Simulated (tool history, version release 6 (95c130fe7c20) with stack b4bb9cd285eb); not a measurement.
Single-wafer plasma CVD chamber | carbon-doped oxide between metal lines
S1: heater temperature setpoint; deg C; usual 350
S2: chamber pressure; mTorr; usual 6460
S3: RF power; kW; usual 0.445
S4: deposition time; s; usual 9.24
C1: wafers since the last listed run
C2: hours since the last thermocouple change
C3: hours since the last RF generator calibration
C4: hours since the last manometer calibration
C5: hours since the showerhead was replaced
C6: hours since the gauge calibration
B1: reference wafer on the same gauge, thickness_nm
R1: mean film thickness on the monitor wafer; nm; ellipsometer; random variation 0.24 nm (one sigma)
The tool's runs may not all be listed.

run 1 hour=0.0 | S1=359 S2=6460 S3=0.445 S4=9.24 | C1=0 C2=728.5 C3=964.5 C4=1318.4 C5=4913.0 C6=1924.9 | B1=49.239 | R1=50.077
run 2 hour=60.5 | S1=350 S2=6460 S3=0.380 S4=9.24 | C1=2868 C2=789.0 C3=1025.0 C4=1378.9 C5=4973.5 C6=1985.4 | B1=49.237 | R1=45.815
run 3 hour=98.1 | S1=350 S2=6460 S3=0.380 S4=9.24 | C1=1782 C2=826.6 C3=1062.6 C4=1416.5 C5=5011.1 C6=2023.0 | B1=49.113 | R1=45.955
run 4 hour=148.7 | S1=350 S2=6460 S3=0.445 S4=9.24 | C1=2399 C2=877.2 C3=1113.2 C4=1467.1 C5=5061.7 C6=2073.6 | B1=49.171 | R1=51.028
-- hour=230.0 capacitance manometer re-zeroed and calibrated
run 5 hour=242.2 | S1=350 S2=6460 S3=0.445 S4=9.24 | C1=4053 C2=970.7 C3=1206.7 C4=12.2 C5=5155.2 C6=2167.1 | B1=49.233 | R1=51.058
run 6 hour=339.7 | S1=350 S2=6460 S3=0.445 S4=9.24 | C1=4622 C2=1068.2 C3=1304.2 C4=109.7 C5=5252.7 C6=2264.6 | B1=49.242 | R1=50.983
run 7 hour=414.2 | S1=350 S2=6460 S3=0.445 S4=9.24 | C1=3532 C2=1142.7 C3=1378.7 C4=184.2 C5=5327.2 C6=2339.1 | B1=49.203 | R1=51.101
run 8 hour=509.1 | S1=350 S2=6460 S3=0.445 S4=9.24 | C1=4499 C2=1237.6 C3=1473.6 C4=279.1 C5=5422.1 C6=2434.0 | B1=49.190 | R1=50.590
run 9 hour=600.0 | S1=350 S2=6460 S3=0.445 S4=9.24 | C1=4309 C2=1328.5 C3=1564.5 C4=370.0 C5=5513.0 C6=2524.9 | B1=49.167 | R1=50.939
run 10 hour=652.9 | S1=350 S2=6460 S3=0.445 S4=9.24 | C1=2508 C2=1381.4 C3=1617.4 C4=422.9 C5=5565.9 C6=2577.8 | B1=49.214 | R1=51.053
-- hour=707.7 showerhead replaced
run 11 hour=736.1 | S1=350 S2=6460 S3=0.445 S4=9.24 | C1=3565 C2=1464.6 C3=1700.6 C4=506.1 C5=28.4 C6=2661.0 | B1=49.168 | R1=51.546
run 12 hour=842.4 | S1=350 S2=6460 S3=0.445 S4=9.24 | C1=5039 C2=1570.9 C3=1806.9 C4=612.4 C5=134.7 C6=2767.3 | B1=49.150 | R1=51.054
-- hour=845.6 gauge calibrated
-- hour=863.7 thermocouple changed; heater temperature recalibrated
run 13 hour=919.2 | S1=358 S2=6460 S3=0.445 S4=9.24 | C1=3262 C2=55.5 C3=1883.7 C4=689.2 C5=211.5 C6=73.6 | B1=49.151 | R1=49.810

The next listed run, before its measurement:
run 14 hour=1002.7 | S1=363 S2=5390 S3=0.445 S4=9.24 | C1=3958 C2=139.0 C3=1967.2 C4=772.7 C5=295.0 C6=157.1 | B1=? | R1=?

{"run 14": {"B1": 49.226, "R1": 48.119}}
Without the tool's hidden state the same run would have given R1 48.119 nm.
